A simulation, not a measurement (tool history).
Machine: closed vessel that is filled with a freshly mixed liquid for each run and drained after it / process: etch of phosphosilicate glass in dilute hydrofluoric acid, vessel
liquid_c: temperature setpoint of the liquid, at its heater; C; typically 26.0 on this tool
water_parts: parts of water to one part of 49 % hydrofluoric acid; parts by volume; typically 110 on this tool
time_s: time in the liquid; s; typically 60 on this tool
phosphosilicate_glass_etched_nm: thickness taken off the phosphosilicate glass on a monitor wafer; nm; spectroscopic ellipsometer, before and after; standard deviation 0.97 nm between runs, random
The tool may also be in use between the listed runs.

run	hour	liquid_c	water_parts	time_s	read-back film thickness of the phosphosilicate glass reference wafer, read on the same gauge (nm)	phosphosilicate_glass_etched_nm
1	0.0	26.0	110	60	109.96	130.89
2	46.7	26.0	110	60	109.99	128.62
3	77.2	24.0	110	60	109.99	118.44
4	117.3	24.0	110	60	109.99	117.32
5	175.4	26.0	110	60	109.98	128.04
6	221.2	26.0	110	60	110.02	127.96
7	260.4	26.0	110	60	110.00	127.43
8	302.9	26.0	110	75	110.02	161.98
9	368.0	26.0	110	75	110.02	161.16
10	416.9	26.0	110	60	110.01	128.18
# hour 485.3: hydrofluoric acid flow meter replaced
# hour 512.0: thermometer replaced
11	544.3	26.0	140	30	110.00	49.91
# hour 559.3: gauge calibrated
12	597.6	26.0	145	50	109.99	79.77
13	626.8	28.5	95	70	110.02	201.21
14	660.6	26.0	110	60	109.98	132.84
15	716.6	26.0	110	60	109.97	132.10
16	744.1	21.0	145	90	110.00	119.97
17	809.2	26.0	110	60	109.98	131.84
18	855.4	28.0	60	30	110.01	141.76
19	884.9	21.5	110	45	109.98	83.23
20	936.6	21.5	110	45	110.00	83.01

Each row is a separate what-if for the run after 20, all from the same tool condition, not one after another. Results?
A	937.3	26.0	110	60	?	?
B	937.3	24.0	130	60	?	?
C	937.3	30.5	110	35	?	?

run	read-back film thickness of the phosphosilicate glass reference wafer, read on the same gauge (nm)	phosphosilicate_glass_etched_nm
A	110.04	130.56
B	110.04	99.76
C	110.04	90.15
Stripped of hidden state, with their random variation kept, the same runs would have yielded:
run	phosphosilicate_glass_etched_nm
A	131.26
B	100.32
C	90.76
